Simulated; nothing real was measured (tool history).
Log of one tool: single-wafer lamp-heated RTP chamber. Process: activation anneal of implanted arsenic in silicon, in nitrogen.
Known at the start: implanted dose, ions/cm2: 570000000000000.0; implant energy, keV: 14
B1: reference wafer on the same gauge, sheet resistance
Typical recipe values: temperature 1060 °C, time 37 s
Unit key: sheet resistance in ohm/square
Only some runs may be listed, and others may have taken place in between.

{"run": 1, "hour": 0.0, "temperature": 1060, "time": 37, "B1": 204.93, "sheet resistance": 181.54}
{"run": 2, "hour": 13.4, "temperature": 1060, "time": 37, "B1": 204.84, "sheet resistance": 180.56}
{"run": 3, "hour": 20.9, "temperature": 1060, "time": 37, "B1": 205.22, "sheet resistance": 181.43}
{"hour": 22.8, "done": "gauge calibrated"}
{"run": 4, "hour": 27.9, "temperature": 1060, "time": 37, "B1": 204.9, "sheet resistance": 180.91}
{"run": 5, "hour": 45.8, "temperature": 1060, "time": 37, "B1": 205.07, "sheet resistance": 180.41}
{"run": 6, "hour": 63.7, "temperature": 1060, "time": 37, "B1": 204.88, "sheet resistance": 181.54}
{"run": 7, "hour": 75.2, "temperature": 1069, "time": 46, "B1": 205.09, "sheet resistance": 176.05}
{"run": 8, "hour": 90.6, "temperature": 1060, "time": 37, "B1": 204.99, "sheet resistance": 180.42}
{"run": 9, "hour": 101.7, "temperature": 1060, "time": 37, "B1": 205.09, "sheet resistance": 180.91}
{"run": 10, "hour": 110.1, "temperature": 1060, "time": 37, "B1": 205.01, "sheet resistance": 180.2}
{"run": 11, "hour": 126.6, "temperature": 1060, "time": 37, "B1": 205.16, "sheet resistance": 180.98}
{"run": 12, "hour": 135.6, "temperature": 1060, "time": 37, "B1": 204.99, "sheet resistance": 180.62}
{"run": 13, "hour": 149.0, "temperature": 1060, "time": 37, "B1": 204.95, "sheet resistance": 180.43}
{"run": 14, "hour": 162.8, "temperature": 1051, "time": 37, "B1": 205.13, "sheet resistance": 182.9}
{"run": 15, "hour": 176.6, "temperature": 1051, "time": 37, "B1": 205.04, "sheet resistance": 182.11}
{"run": 16, "hour": 194.2, "temperature": 1070, "time": 24, "B1": 205.05, "sheet resistance": 183.15}
{"run": 17, "hour": 212.2, "temperature": 1039, "time": 25, "B1": 204.86, "sheet resistance": 189.93}
{"hour": 225.3, "done": "pyrometer window cleaned and pyrometer calibrated"}
{"run": 18, "hour": 225.8, "temperature": 1060, "time": 37, "B1": 204.83, "sheet resistance": 183.22}
{"run": 19, "hour": 233.0, "temperature": 1060, "time": 54, "B1": 205.04, "sheet resistance": 178.27}
{"run": 20, "hour": 240.4, "temperature": 1077, "time": 29, "B1": 204.83, "sheet resistance": 181.94}
{"run": 21, "hour": 251.4, "temperature": 1060, "time": 37, "B1": 204.86, "sheet resistance": 183.06}
{"run": 22, "hour": 266.5, "temperature": 1060, "time": 37, "B1": 204.85, "sheet resistance": 182.2}
{"run": 23, "hour": 276.6, "temperature": 1060, "time": 21, "B1": 205.11, "sheet resistance": 190.31}
{"run": 24, "hour": 285.2, "temperature": 1032, "time": 37, "B1": 205.11, "sheet resistance": 191.33}

For run 25, what comes out?
{"run": 25, "hour": 296.4, "temperature": 1043, "time": 50, "B1": "?", "sheet resistance": "?"}

Run 25 yielded B1 204.82, sheet resistance 184.23 ohm/square.
If the tool had no hidden condition, the same run with the same run-to-run variation would have returned sheet resistance 184.62 ohm/square.

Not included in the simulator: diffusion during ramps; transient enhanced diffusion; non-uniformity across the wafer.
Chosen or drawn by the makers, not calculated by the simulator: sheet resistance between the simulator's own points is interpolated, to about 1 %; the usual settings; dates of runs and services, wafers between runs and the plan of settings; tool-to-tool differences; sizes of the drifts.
